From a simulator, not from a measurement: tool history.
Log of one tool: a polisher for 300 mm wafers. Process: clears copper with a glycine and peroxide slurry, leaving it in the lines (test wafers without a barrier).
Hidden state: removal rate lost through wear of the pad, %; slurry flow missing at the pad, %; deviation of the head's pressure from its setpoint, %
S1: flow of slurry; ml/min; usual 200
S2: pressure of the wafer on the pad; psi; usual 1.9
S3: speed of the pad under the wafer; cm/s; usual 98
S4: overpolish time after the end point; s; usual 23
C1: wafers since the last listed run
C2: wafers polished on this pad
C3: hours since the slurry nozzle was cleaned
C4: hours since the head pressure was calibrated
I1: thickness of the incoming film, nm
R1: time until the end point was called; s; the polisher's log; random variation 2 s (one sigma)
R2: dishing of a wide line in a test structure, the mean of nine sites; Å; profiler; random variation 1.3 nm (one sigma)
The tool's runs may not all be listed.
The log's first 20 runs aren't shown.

Run 21, day 75.246: usual settings; C1 256; C2 3262; C3 699.6; C4 103.4; I1 498.1. Result: R1 159.0 s, R2 540 Å.
Run 22, day 77.908: usual settings but S3 108 cm/s, S4 16 s; C1 454; C2 3717; C3 763.5; C4 167.3; I1 491.9. Result: R1 144.5 s, R2 405 Å.
At day 80.167: slurry nozzle cleaned.
At day 87.708: worn pad replaced by a new one.
Run 23, day 88.271: usual settings; C1 1732; C2 96; C3 194.5; C4 416.0; I1 492.6. Result: R1 135.9 s, R2 610 Å.
Run 24, day 90.900: usual settings; C1 448; C2 544; C3 257.6; C4 479.1; I1 509.7. Result: R1 141.1 s, R2 583 Å.
Run 25, day 93.662: usual settings but S1 265 ml/min, S4 29 s; C1 471; C2 1015; C3 323.9; C4 545.4; I1 491.0. Result: R1 137.1 s, R2 714 Å.
Run 26, day 96.733: usual settings but S2 2.5 psi, S3 120 cm/s; C1 523; C2 1539; C3 397.6; C4 619.1; I1 497.3. Result: R1 101.2 s, R2 770 Å.
Run 27, day 98.796: usual settings but S1 145 ml/min, S3 120 cm/s, S4 17 s; C1 351; C2 1891; C3 447.1; C4 668.6; I1 495.4. Result: R1 132.2 s, R2 485 Å.
Run 28, day 101.062: usual settings but S1 145 ml/min, S2 1.7 psi, S4 15 s; C1 386; C2 2278; C3 501.5; C4 723.0; I1 501.3. Result: R1 176.2 s, R2 321 Å.
Run 29, day 103.575: usual settings; C1 428; C2 2706; C3 561.8; C4 783.3; I1 499.4. Result: R1 154.4 s, R2 556 Å.
Run 30, day 106.279: usual settings but S3 130 cm/s; C1 461; C2 3167; C3 626.7; C4 848.2; I1 498.6. Result: R1 125.0 s, R2 641 Å.
At day 107.108: head pressure recalibrated.
Run 31, day 110.250: usual settings but S1 150 ml/min, S2 1.5 psi, S3 84 cm/s, S4 13 s; C1 663; C2 3831; C3 722.0; C4 75.4; I1 499.3. Result: R1 234.5 s, R2 235 Å.
Run 32, day 112.500: usual settings but S2 2.3 psi, S3 70 cm/s; C1 383; C2 4214; C3 776.0; C4 129.4; I1 493.8. Result: R1 186.0 s, R2 467 Å.
At day 112.583: slurry nozzle cleaned.
Run 33, day 114.712: usual settings but S2 1.3 psi; C1 370; C2 4585; C3 51.1; C4 182.5; I1 496.8. Result: R1 195.0 s, R2 447 Å.

Forecast each of these 5 alternatives for the next run:
Run A, day 114.733: usual settings; C1 3; C2 4588; C3 51.6; C4 183.0; I1 491.4. Result: R1 ?, R2 ?.
Run B, day 114.733: usual settings but S3 80 cm/s; C1 3; C2 4588; C3 51.6; C4 183.0; I1 491.4. Result: R1 ?, R2 ?.
Run C, day 114.733: usual settings but S3 128 cm/s; C1 3; C2 4588; C3 51.6; C4 183.0; I1 491.4. Result: R1 ?, R2 ?.
Run D, day 114.733: usual settings but S1 130 ml/min, S2 2.5 psi, S4 12 s; C1 3; C2 4588; C3 51.6; C4 183.0; I1 491.4. Result: R1 ?, R2 ?.
Run E, day 114.733: usual settings but S1 245 ml/min, S2 1.6 psi, S3 108 cm/s, S4 34 s; C1 3; C2 4588; C3 51.6; C4 183.0; I1 491.4. Result: R1 ?, R2 ?.

run     R1   R2
  A  148.2  567
  B  172.2  503
  C  120.3  665
  D  130.1  364
  E  152.5  747
Without the tool's hidden state the same runs would have given:
run     R1   R2
  A  130.6  630
  B  151.8  561
  C  106.0  734
  D  114.1  409
  E  134.6  819

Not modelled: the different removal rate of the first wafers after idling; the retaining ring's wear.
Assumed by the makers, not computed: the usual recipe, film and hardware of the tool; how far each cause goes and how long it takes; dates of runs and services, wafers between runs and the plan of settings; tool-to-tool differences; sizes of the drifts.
